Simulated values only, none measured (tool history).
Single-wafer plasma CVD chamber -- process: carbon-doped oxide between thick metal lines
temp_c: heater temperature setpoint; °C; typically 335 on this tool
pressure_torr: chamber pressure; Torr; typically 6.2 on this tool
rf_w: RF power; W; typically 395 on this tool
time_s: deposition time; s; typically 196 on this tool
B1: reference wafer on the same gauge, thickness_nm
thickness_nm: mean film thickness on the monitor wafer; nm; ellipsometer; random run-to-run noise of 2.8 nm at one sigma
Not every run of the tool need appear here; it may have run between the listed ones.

Run 1, hour 0: usual settings but pressure_torr 5.54 Torr, rf_w 445 W; B1 949.475. Result: thickness_nm 907.842 nm.
Run 2, hour 25.8: usual settings but pressure_torr 5.54 Torr, rf_w 445 W; B1 949.892. Result: thickness_nm 910.069 nm.
Run 3, hour 53.8: usual settings; B1 949.803. Result: thickness_nm 849.844 nm.
Run 4, hour 80.5: usual settings; B1 948.891. Result: thickness_nm 844.112 nm.
At hour 113: thermocouple changed; heater temperature recalibrated.
Run 5, hour 113.5: usual settings; B1 950.295. Result: thickness_nm 839.1 nm.
Run 6, hour 141.4: usual settings; B1 949.154. Result: thickness_nm 843.394 nm.
Run 7, hour 161.6: usual settings; B1 950.485. Result: thickness_nm 841.255 nm.
Run 8, hour 182.4: usual settings but temp_c 341 °C; B1 950.06. Result: thickness_nm 827.541 nm.
At hour 243.3: showerhead replaced.
Run 9, hour 248.2: usual settings but temp_c 324 °C; B1 951.341. Result: thickness_nm 868.644 nm.
At hour 271.4: RF generator calibrated.
Run 10, hour 280.4: usual settings but pressure_torr 6.64 Torr, rf_w 450 W; B1 950.651. Result: thickness_nm 950.837 nm.
Run 11, hour 299.5: usual settings; B1 951.557. Result: thickness_nm 862.452 nm.
Run 12, hour 353.7: usual settings; B1 949.687. Result: thickness_nm 856.688 nm.
Run 13, hour 368.9: usual settings but temp_c 344 °C; B1 951.131. Result: thickness_nm 841.748 nm.
At hour 409: capacitance manometer re-zeroed and calibrated.
Run 14, hour 409.5: usual settings but temp_c 346 °C, rf_w 350 W; B1 948.717. Result: thickness_nm 762.322 nm.
Run 15, hour 427.4: usual settings but pressure_torr 7.07 Torr; B1 948.261. Result: thickness_nm 867.965 nm.
Run 16, hour 452.1: usual settings but time_s 215 s; B1 949.462. Result: thickness_nm 943.324 nm.
Run 17, hour 484.8: usual settings but pressure_torr 5.54 Torr, time_s 214 s; B1 950.44. Result: thickness_nm 927.59 nm.
Run 18, hour 517.4: usual settings; B1 950.407. Result: thickness_nm 861.495 nm.
Run 19, hour 534.1: usual settings but pressure_torr 7.22 Torr; B1 949.07. Result: thickness_nm 873.274 nm.
Run 20, hour 549.2: usual settings but temp_c 322 °C; B1 950.309. Result: thickness_nm 905.707 nm.
Run 21, hour 580.9: usual settings; B1 948.969. Result: thickness_nm 867.036 nm.
At hour 586: gauge calibrated.
Run 22, hour 615.9: usual settings but temp_c 344 °C, time_s 211 s; B1 949.748. Result: thickness_nm 905.402 nm.
Run 23, hour 649.7: usual settings but time_s 222 s; B1 951.058. Result: thickness_nm 975.362 nm.
Run 24, hour 679.3: usual settings but temp_c 346 °C; B1 949.27. Result: thickness_nm 828.648 nm.
Run 25, hour 752.1: usual settings but rf_w 320 W; B1 949.357. Result: thickness_nm 738.917 nm.
Run 26, hour 780.7: usual settings; B1 951.177. Result: thickness_nm 864.684 nm.
Run 27, hour 803: usual settings; B1 948.501. Result: thickness_nm 863.129 nm.
Run 28, hour 821.9: usual settings but temp_c 345 °C, pressure_torr 4.83 Torr; B1 950.948. Result: thickness_nm 796.714 nm.

For each run, the measured value with the value that run would have given without the tool's hidden condition subtracted. The run-to-run variation is shared by both, the gauge scatter possibly not:
The tool's hidden condition here consists of: wafer temperature above the value expected at the setpoint (K); delivered RF power above the setpoint (%); true pressure above the setpoint (%); gauge reads high (%).
run  thickness_nm
  1       -19.769
  2       -20.653
  3       -20.304
  4       -21.045
  5       -22.028
  6       -23.106
  7       -23.758
  8       -24.104
  9       -27.819
 10        -2.545
 11        -2.317
 12        -2.372
 13        -2.362
 14        -2.339
 15        -2.614
 16         -2.95
 17        -3.066
 18        -3.027
 19         -3.17
 20         -3.39
 21         -3.47
 22        -3.911
 23        -4.544
 24        -4.128
 25        -4.537
 26        -5.428
 27        -5.697
 28        -5.487
